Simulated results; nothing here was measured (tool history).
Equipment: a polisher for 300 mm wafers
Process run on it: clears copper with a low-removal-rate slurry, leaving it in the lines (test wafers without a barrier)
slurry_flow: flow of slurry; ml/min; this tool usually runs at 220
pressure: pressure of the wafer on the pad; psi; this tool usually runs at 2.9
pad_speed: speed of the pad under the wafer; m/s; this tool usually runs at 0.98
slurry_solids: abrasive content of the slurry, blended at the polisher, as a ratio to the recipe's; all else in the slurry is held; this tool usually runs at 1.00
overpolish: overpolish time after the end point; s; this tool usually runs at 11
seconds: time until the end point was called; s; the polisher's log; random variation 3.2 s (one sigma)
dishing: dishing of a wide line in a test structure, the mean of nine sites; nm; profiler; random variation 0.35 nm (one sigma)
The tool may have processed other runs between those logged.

run    hour  slurry_flow  pressure  pad_speed  slurry_solids  overpolish  incoming thickness of the incoming film, nm  seconds  dishing
  1     0.0          220       2.9       0.98           1.00          11                                        440.1    183.0     16.1
  2    45.1          220       2.9       0.98           1.00          11                                        441.2    179.8     15.8
  3    99.5          200       2.9       0.98           1.00          11                                        438.3    182.8     16.1
  4   192.4          220       3.4       0.98           1.00          11                                        445.7    164.0     17.9
      202.0  -- worn pad replaced by a new one
      212.0  -- head pressure recalibrated
  5   266.5          220       3.4       0.98           1.00          11                                        431.8    156.3     17.8
      281.0  -- slurry blender recalibrated
  6   372.7          220       2.9       0.98           0.85          11                                        443.3    180.6     16.4
  7   454.0          220       2.9       0.98           0.85          11                                        441.4    178.3     15.8
  8   533.9          220       2.9       0.98           1.00          11                                        432.9    171.2     16.0
  9   638.8          220       2.9       0.98           1.00          11                                        443.5    181.1     16.0
      667.9  -- slurry nozzle cleaned
 10   691.1          220       2.9       0.98           1.00          11                                        441.1    183.9     15.4
 11   773.5          220       2.9       0.98           0.80          11                                        441.0    189.4     15.6
     1040.4  -- slurry blender recalibrated
     1044.1  -- worn pad replaced by a new one
 12  1061.7          220       2.2       0.98           1.00           7                                        435.9    230.9      9.3
 13  1163.2          220       2.9       0.98           1.00          11                                        443.2    175.1     16.3
 14  1338.6          220       3.7       0.98           1.00          11                                        441.0    139.2     18.8
 15  1391.9          220       3.6       0.98           1.00           7                                        434.9    143.4     14.1
     1408.8  -- slurry nozzle cleaned
 16  1444.9          150       2.5       0.78           1.15          11                                        438.9    270.7     11.8
     1507.4  -- head pressure recalibrated
 17  1539.5          185       2.9       0.66           1.00          15                                        434.4    265.4     14.5
     1747.3  -- slurry blender recalibrated
 18  1812.9          180       2.9       0.80           1.00          16                                        438.4    217.5     17.3
     1880.7  -- worn pad replaced by a new one
 19  1916.7          220       2.9       0.98           1.00           6                                        443.9    173.7     10.7
 20  2013.2          220       3.4       0.98           1.00           7                                        435.2    151.2     13.0
 21  2120.2          220       2.9       1.20           1.00          11                                        439.6    143.6     17.8
     2153.6  -- slurry nozzle cleaned
 22  2158.6          255       2.5       0.98           1.00          11                                        433.1    203.6     14.8
 23  2246.3          220       2.3       1.18           1.00          11                                        437.5    183.3     15.6
 24  2303.3          165       3.6       1.24           1.00          11                                        445.4    119.8     20.3
 25  2355.8          220       1.9       0.98           1.00          11                                        437.1    284.9     11.5
 26  2478.6          220       3.3       0.98           1.00          17                                        441.3    161.7     21.0
 27  2585.0          220       2.9       1.26           1.00           7                                        444.9    150.0     13.4
     2604.1  -- slurry blender recalibrated
     2622.6  -- worn pad replaced by a new one
 28  2667.5          220       3.2       1.12           0.90           7                                        440.8    143.3     13.7
 29  2752.8          190       2.2       0.88           1.00          13                                        441.0    254.6     14.0

Consider 3 possible next runs. They are alternatives, not a sequence: every one starts from the tool as it was left by run 29. What does each give?
  A  2753.3          220       2.9       0.98           1.00          11                                        435.8        ?        ?
  B  2753.3          170       2.9       1.28           1.25           9                                        435.8        ?        ?
  C  2753.3          220       2.9       0.86           1.00          11                                        435.8        ?        ?

run  seconds  dishing
  A    170.0     16.0
  B    129.2     16.7
  C    193.7     14.7
With the hidden condition removed and each run's random variation left untouched, the same runs would have given:
run  seconds  dishing
  A    169.2     16.0
  B    128.7     16.7
  C    192.9     14.7
